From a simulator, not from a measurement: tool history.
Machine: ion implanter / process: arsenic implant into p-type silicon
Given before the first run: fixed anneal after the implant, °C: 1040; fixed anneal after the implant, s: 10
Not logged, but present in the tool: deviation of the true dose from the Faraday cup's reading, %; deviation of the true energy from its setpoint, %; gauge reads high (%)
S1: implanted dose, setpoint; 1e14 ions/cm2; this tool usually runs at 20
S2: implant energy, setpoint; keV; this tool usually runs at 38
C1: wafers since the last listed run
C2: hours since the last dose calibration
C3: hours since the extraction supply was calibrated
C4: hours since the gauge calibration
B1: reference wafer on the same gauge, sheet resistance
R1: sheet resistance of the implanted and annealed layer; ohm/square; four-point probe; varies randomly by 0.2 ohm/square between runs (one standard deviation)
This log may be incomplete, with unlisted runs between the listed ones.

run     day     S1    S2    C1      C2      C3     C4     B1     R1
  1       0     20    38     0   963.2  2816.7    132  84.65  77.31
  2   0.825     20    38   510     983  2836.5  151.8  84.61  77.72
  3   2.042     20    38   752  1012.2  2865.7    181  84.59  77.75
  4   2.671     20    38   388  1027.3  2880.8  196.1  84.54  77.38
  5   3.675     20  48.5   620  1051.4  2904.9  220.2   84.7  70.77
  6   7.188  16.51    38  2171  1135.7  2989.2  304.5  84.56  83.62
  7   8.317     20    38   698  1162.8  3016.3  331.6  84.68  77.39
  8     9.7     20    38   855    1196  3049.5  364.8  84.61  76.96
  9  11.125     20    29   880  1230.2  3083.7    399  84.64  85.63
     12.262  -- Faraday cup replaced and dose calibrated
 10  12.367     20    29   561     2.5  3113.5  428.8  84.63   84.4
 11  13.408     20    29   643    27.5  3138.5  453.8  84.53     85
 12  14.262     20    38   528      48    3159  474.3  84.55  76.04
 13  15.083     20    38   507    67.7  3178.7    494  84.62  76.59
     15.717  -- extraction supply calibrated
 14  16.333     20    38   566    97.7    14.8    524  84.56  76.48
     17.496  -- Faraday cup replaced and dose calibrated, repeated, since the last time left the tool worse
 15  17.517     20    43   525     0.5    43.2  552.4  84.55   74.9
 16  18.279     20    38   471    18.8    61.5  570.7  84.61  78.47
 17  19.129  25.34    38   525    39.2    81.9  591.1  84.66  72.47
 18  19.688  24.56    46   345    52.6    95.3  604.5  84.55  67.63
 19  21.112     20    38   880    86.8   129.5  638.7  84.57   78.1
 20  21.792     20    38   419   103.1   145.8    655  84.59   77.9
 21  25.883  22.48  24.5  2529   201.3     244  753.2  84.66  88.75
       26.9  -- gauge calibrated
 22  27.379  15.13  26.5   924   237.2   279.9   11.5  84.56  97.37
 23  28.262  25.95    42   546   258.4   301.1   32.7  84.61  69.27
 24  29.383  22.63  48.5   692   285.3     328   59.6  84.58  67.95
 25  30.508  25.58    33   695   312.3     355   86.6   84.6  77.04
 26  31.975     20    38   906   347.5   390.2  121.8  84.62  78.19
 27  32.871  22.48  24.5   553     369   411.7  143.3  84.49  88.76
 28  34.179   24.7    27   808   400.4   443.1  174.7  84.54  83.65
 29  35.125  18.44    42   584   423.1   465.8  197.4  84.58  78.03
 30  37.575     20    38  1514   481.9   524.6  256.2  84.55  77.88
 31  38.529     20    38   589   504.8   547.5  279.1  84.63  78.11
 32  39.529  14.74  42.5   618   528.8   571.5  303.1  84.53  86.05

Predict each of these 4 candidate next runs independently; none follows another, all start after run 32:
  A  39.546     20    38  10  529.2  571.9  303.5   ?   ?
  B  39.546  23.86    43  10  529.2  571.9  303.5   ?   ?
  C  39.546  21.94  34.5  10  529.2  571.9  303.5   ?   ?
  D  39.546   15.6  47.5  10  529.2  571.9  303.5   ?   ?

run     B1     R1
  A  84.59  78.18
  B  84.59  70.11
  C  84.59  78.64
  D  84.59  81.26
With the hidden condition removed and each run's random variation left untouched, the same runs would have given:
run     R1
  A  78.31
  B  70.21
  C  78.74
  D  81.44

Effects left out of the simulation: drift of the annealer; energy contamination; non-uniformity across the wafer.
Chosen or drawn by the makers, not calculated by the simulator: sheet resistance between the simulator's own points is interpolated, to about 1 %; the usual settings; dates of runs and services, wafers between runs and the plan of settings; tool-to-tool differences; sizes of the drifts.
